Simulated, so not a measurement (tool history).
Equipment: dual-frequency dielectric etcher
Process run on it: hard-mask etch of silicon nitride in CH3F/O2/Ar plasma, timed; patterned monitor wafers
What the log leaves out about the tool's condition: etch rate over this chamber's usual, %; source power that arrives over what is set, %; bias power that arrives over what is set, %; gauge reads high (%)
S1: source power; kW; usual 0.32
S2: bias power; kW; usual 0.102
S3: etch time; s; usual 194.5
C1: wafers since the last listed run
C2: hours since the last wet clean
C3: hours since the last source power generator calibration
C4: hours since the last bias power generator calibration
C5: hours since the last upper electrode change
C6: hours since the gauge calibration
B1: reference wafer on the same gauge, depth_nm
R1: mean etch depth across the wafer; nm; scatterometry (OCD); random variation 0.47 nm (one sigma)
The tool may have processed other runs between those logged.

| run | hour | S1 | S2 | S3 | C1 | C2 | C3 | C4 | C5 | C6 | B1 | R1 |
|---|---|---|---|---|---|---|---|---|---|---|---|---|
| 1 | 0 | 0.32 | 0.102 | 194.5 | 0 | 442.6 | 3485.9 | 3567.7 | 2103.3 | 391.8 | 143.9 | 137.5 |
| 2 | 41.5 | 0.32 | 0.102 | 194.5 | 169 | 484.1 | 3527.4 | 3609.2 | 2144.8 | 433.3 | 143.8 | 138.1 |
| 3 | 107.5 | 0.32 | 0.102 | 194.5 | 269 | 550.1 | 3593.4 | 3675.2 | 2210.8 | 499.3 | 144.2 | 138.4 |
| 4 | 154.3 | 0.32 | 0.102 | 235.5 | 190 | 596.9 | 3640.2 | 3722 | 2257.6 | 546.1 | 143.9 | 168.4 |
|  | 206.5 | wet clean of the chamber |
| 5 | 207 | 0.32 | 0.102 | 235.5 | 117 | 0.5 | 3692.9 | 3774.7 | 2310.3 | 598.8 | 144 | 161 |
| 6 | 230.5 | 0.38 | 0.102 | 194.5 | 95 | 24 | 3716.4 | 3798.2 | 2333.8 | 622.3 | 143.9 | 140.2 |
| 7 | 276.9 | 0.38 | 0.102 | 194.5 | 189 | 70.4 | 3762.8 | 3844.6 | 2380.2 | 668.7 | 144 | 139.7 |
| 8 | 311 | 0.38 | 0.102 | 194.5 | 139 | 104.5 | 3796.9 | 3878.7 | 2414.3 | 702.8 | 143.8 | 140.7 |
|  | 344.1 | upper electrode replaced |
|  | 351.2 | source power generator calibrated |
| 9 | 369.5 | 0.35 | 0.089 | 194.5 | 124 | 163 | 18.3 | 3937.2 | 25.4 | 761.3 | 143.8 | 133.8 |
| 10 | 419.8 | 0.32 | 0.092 | 207 | 205 | 213.3 | 68.6 | 3987.5 | 75.7 | 811.6 | 144 | 140.1 |
| 11 | 460.8 | 0.32 | 0.092 | 207 | 167 | 254.3 | 109.6 | 4028.5 | 116.7 | 852.6 | 144.1 | 139.6 |
|  | 501 | bias power generator calibrated |
| 12 | 518.6 | 0.32 | 0.102 | 194.5 | 219 | 312.1 | 167.4 | 17.6 | 174.5 | 910.4 | 143.9 | 135.1 |
| 13 | 590 | 0.32 | 0.095 | 214 | 291 | 383.5 | 238.8 | 89 | 245.9 | 981.8 | 144 | 147.3 |
| 14 | 615.4 | 0.32 | 0.102 | 194.5 | 103 | 408.9 | 264.2 | 114.4 | 271.3 | 1007.2 | 143.8 | 137.6 |
| 15 | 669.2 | 0.32 | 0.102 | 138.5 | 219 | 462.7 | 318 | 168.2 | 325.1 | 1061 | 143.9 | 97.6 |
|  | 670 | gauge calibrated |
| 16 | 713.1 | 0.4 | 0.121 | 194.5 | 179 | 506.6 | 361.9 | 212.1 | 369 | 43.1 | 144.1 | 154.3 |
| 17 | 743.3 | 0.38 | 0.116 | 194.5 | 123 | 536.8 | 392.1 | 242.3 | 399.2 | 73.3 | 144.3 | 149.9 |
| 18 | 774.2 | 0.32 | 0.102 | 194.5 | 126 | 567.7 | 423 | 273.2 | 430.1 | 104.2 | 143.9 | 139.4 |
|  | 803.7 | wet clean of the chamber |
| 19 | 808.8 | 0.32 | 0.084 | 179 | 43 | 5.1 | 457.6 | 307.8 | 464.7 | 138.8 | 144.3 | 117.8 |
| 20 | 853.2 | 0.32 | 0.127 | 225.5 | 181 | 49.5 | 502 | 352.2 | 509.1 | 183.2 | 143.9 | 163.7 |
| 21 | 889.2 | 0.27 | 0.102 | 145.5 | 146 | 85.5 | 538 | 388.2 | 545.1 | 219.2 | 144.1 | 96.5 |
| 22 | 938.3 | 0.32 | 0.102 | 194.5 | 200 | 134.6 | 587.1 | 437.3 | 594.2 | 268.3 | 144.2 | 135 |
| 23 | 983.3 | 0.32 | 0.102 | 194.5 | 183 | 179.6 | 632.1 | 482.3 | 639.2 | 313.3 | 144.1 | 134 |
| 24 | 1031.1 | 0.32 | 0.102 | 144 | 194 | 227.4 | 679.9 | 530.1 | 687 | 361.1 | 143.8 | 99.5 |
| 25 | 1076.3 | 0.28 | 0.095 | 235 | 184 | 272.6 | 725.1 | 575.3 | 732.2 | 406.3 | 144 | 155.7 |

How the hidden state differs across the entries between the runs, from the last listed run before each to the first after it:
Logged between run 4 and run 5: wet clean of the chamber (hour 206.5)
  etch rate over this chamber's usual, %: 4.81 -> -0.294
  difference, measured minus the result without the unlogged condition, R1: +7.7 -> -0.4 nm
Logged between run 8 and run 9: upper electrode replaced (hour 344.1); source power generator calibrated (hour 351.2)
  etch rate over this chamber's usual, %: 0.534 -> 0.999
  difference, measured minus the result without the unlogged condition, R1: +0.7 -> +1.3 nm
Logged between run 11 and run 12: bias power generator calibrated (hour 501)
  etch rate over this chamber's usual, %: 1.73 -> 2.19
  difference, measured minus the result without the unlogged condition, R1: +2.4 -> +2.9 nm
Logged between run 15 and run 16: gauge calibrated (hour 670)
  etch rate over this chamber's usual, %: 3.38 -> 3.73
  difference, measured minus the result without the unlogged condition, R1: +3.2 -> +5.5 nm
Logged between run 18 and run 19: wet clean of the chamber (hour 803.7)
  etch rate over this chamber's usual, %: 4.22 -> 0.33
  difference, measured minus the result without the unlogged condition, R1: +5.6 -> +0.4 nm

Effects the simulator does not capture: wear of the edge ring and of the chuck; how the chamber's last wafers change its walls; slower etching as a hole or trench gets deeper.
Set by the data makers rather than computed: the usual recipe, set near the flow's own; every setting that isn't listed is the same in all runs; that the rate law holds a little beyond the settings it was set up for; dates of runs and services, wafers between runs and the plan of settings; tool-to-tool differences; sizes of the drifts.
